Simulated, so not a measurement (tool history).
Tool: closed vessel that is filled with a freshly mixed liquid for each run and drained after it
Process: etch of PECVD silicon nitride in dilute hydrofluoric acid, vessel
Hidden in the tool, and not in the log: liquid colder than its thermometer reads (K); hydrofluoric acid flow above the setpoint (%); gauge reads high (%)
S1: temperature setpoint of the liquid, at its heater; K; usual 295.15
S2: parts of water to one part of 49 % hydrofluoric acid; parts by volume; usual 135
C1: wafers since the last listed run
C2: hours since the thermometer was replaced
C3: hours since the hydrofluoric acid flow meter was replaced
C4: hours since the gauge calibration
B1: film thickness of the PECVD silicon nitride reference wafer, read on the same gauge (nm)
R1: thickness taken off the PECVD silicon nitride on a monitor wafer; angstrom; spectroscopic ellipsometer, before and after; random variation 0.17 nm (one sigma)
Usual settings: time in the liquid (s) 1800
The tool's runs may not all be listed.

run 1 hour=0.0 | S1=295.15 S2=85 time_in_the_liquid_(s)=2195 | C1=0 C2=1052.2 C3=583.7 C4=31.9 | B1=60.04 | R1=470.7
run 2 hour=13.6 | S1=295.15 S2=85 time_in_the_liquid_(s)=2195 | C1=459 C2=1065.8 C3=597.3 C4=45.5 | B1=60.01 | R1=472.9
run 3 hour=21.5 | S1=295.15 S2=85 time_in_the_liquid_(s)=2195 | C1=266 C2=1073.7 C3=605.2 C4=53.4 | B1=59.97 | R1=478.2
run 4 hour=32.8 | S1=295.15 S2=135 time_in_the_liquid_(s)=1040 | C1=381 C2=1085.0 C3=616.5 C4=64.7 | B1=60.03 | R1=143.5
run 5 hour=43.2 | S1=295.15 S2=135 time_in_the_liquid_(s)=1040 | C1=351 C2=1095.4 C3=626.9 C4=75.1 | B1=59.99 | R1=143.3
run 6 hour=58.7 | S1=295.15 S2=135 time_in_the_liquid_(s)=1040 | C1=523 C2=1110.9 C3=642.4 C4=90.6 | B1=59.99 | R1=142.7
run 7 hour=89.2 | S1=295.15 S2=135 time_in_the_liquid_(s)=1800 | C1=1029 C2=1141.4 C3=672.9 C4=121.1 | B1=59.99 | R1=250.3
run 8 hour=124.7 | S1=295.15 S2=135 time_in_the_liquid_(s)=1800 | C1=1198 C2=1176.9 C3=708.4 C4=156.6 | B1=60.02 | R1=254.2
-- hour=126.8 hydrofluoric acid flow meter replaced
run 9 hour=135.1 | S1=295.15 S2=135 time_in_the_liquid_(s)=1050 | C1=317 C2=1187.3 C3=8.3 C4=167.0 | B1=60.00 | R1=132.1
run 10 hour=146.2 | S1=295.15 S2=135 time_in_the_liquid_(s)=1800 | C1=374 C2=1198.4 C3=19.4 C4=178.1 | B1=60.02 | R1=229.6
run 11 hour=158.6 | S1=295.15 S2=135 time_in_the_liquid_(s)=1800 | C1=418 C2=1210.8 C3=31.8 C4=190.5 | B1=60.02 | R1=232.8
run 12 hour=171.0 | S1=295.15 S2=135 time_in_the_liquid_(s)=1800 | C1=418 C2=1223.2 C3=44.2 C4=202.9 | B1=60.02 | R1=230.5
run 13 hour=183.4 | S1=298.65 S2=135 time_in_the_liquid_(s)=1800 | C1=418 C2=1235.6 C3=56.6 C4=215.3 | B1=60.02 | R1=291.4
run 14 hour=189.9 | S1=298.65 S2=135 time_in_the_liquid_(s)=1800 | C1=219 C2=1242.1 C3=63.1 C4=221.8 | B1=60.02 | R1=288.5
-- hour=193.0 gauge calibrated
run 15 hour=200.8 | S1=295.15 S2=135 time_in_the_liquid_(s)=1800 | C1=367 C2=1253.0 C3=74.0 C4=7.8 | B1=59.98 | R1=235.1
run 16 hour=218.2 | S1=291.15 S2=155 time_in_the_liquid_(s)=2480 | C1=587 C2=1270.4 C3=91.4 C4=25.2 | B1=60.02 | R1=216.2
run 17 hour=224.3 | S1=295.15 S2=135 time_in_the_liquid_(s)=1800 | C1=205 C2=1276.5 C3=97.5 C4=31.3 | B1=59.98 | R1=235.5
run 18 hour=236.4 | S1=295.15 S2=135 time_in_the_liquid_(s)=1800 | C1=408 C2=1288.6 C3=109.6 C4=43.4 | B1=59.96 | R1=234.3
run 19 hour=249.4 | S1=295.15 S2=135 time_in_the_liquid_(s)=1040 | C1=438 C2=1301.6 C3=122.6 C4=56.4 | B1=59.99 | R1=135.7
run 20 hour=261.1 | S1=292.15 S2=180 time_in_the_liquid_(s)=1800 | C1=394 C2=1313.3 C3=134.3 C4=68.1 | B1=60.00 | R1=144.8
run 21 hour=270.9 | S1=292.15 S2=175 time_in_the_liquid_(s)=2275 | C1=330 C2=1323.1 C3=144.1 C4=77.9 | B1=60.01 | R1=189.9
run 22 hour=281.9 | S1=295.15 S2=135 time_in_the_liquid_(s)=1390 | C1=371 C2=1334.1 C3=155.1 C4=88.9 | B1=59.96 | R1=180.7
-- hour=298.5 thermometer replaced
run 23 hour=311.5 | S1=295.15 S2=135 time_in_the_liquid_(s)=1800 | C1=965 C2=13.0 C3=184.7 C4=118.5 | B1=60.01 | R1=235.4
run 24 hour=327.1 | S1=295.15 S2=135 time_in_the_liquid_(s)=1800 | C1=526 C2=28.6 C3=200.3 C4=134.1 | B1=60.00 | R1=239.5
run 25 hour=334.0 | S1=295.15 S2=115 time_in_the_liquid_(s)=1800 | C1=232 C2=35.5 C3=207.2 C4=141.0 | B1=59.99 | R1=277.7
run 26 hour=347.3 | S1=297.15 S2=155 time_in_the_liquid_(s)=2535 | C1=449 C2=48.8 C3=220.5 C4=154.3 | B1=59.99 | R1=334.9
run 27 hour=355.7 | S1=295.15 S2=185 time_in_the_liquid_(s)=1800 | C1=283 C2=57.2 C3=228.9 C4=162.7 | B1=60.01 | R1=172.7
run 28 hour=366.0 | S1=293.65 S2=65 time_in_the_liquid_(s)=775 | C1=347 C2=67.5 C3=239.2 C4=173.0 | B1=59.97 | R1=189.2
run 29 hour=381.1 | S1=293.65 S2=195 time_in_the_liquid_(s)=1800 | C1=509 C2=82.6 C3=254.3 C4=188.1 | B1=60.00 | R1=151.1

Hidden state or all else? Some run-to-run changes of R1, split into what the settings, what came in and random variation would give without the hidden state, and what is left for the hidden state (with any gauge scatter that isn't in both results):
Run 3 -> 4: S2 85 -> 135, time in the liquid (s) 2195 -> 1040. R1 -334.7 angstrom: hidden state -27.4, all else -307.3.
Run 8 -> 9: time in the liquid (s) 1800 -> 1050, hydrofluoric acid flow meter replaced. R1 -122.1 angstrom: hidden state -21.8, all else -100.3.
Run 26 -> 27: S1 297.15 -> 295.15, S2 155 -> 185, time in the liquid (s) 2535 -> 1800. R1 -162.2 angstrom: hidden state -7.3, all else -154.9.

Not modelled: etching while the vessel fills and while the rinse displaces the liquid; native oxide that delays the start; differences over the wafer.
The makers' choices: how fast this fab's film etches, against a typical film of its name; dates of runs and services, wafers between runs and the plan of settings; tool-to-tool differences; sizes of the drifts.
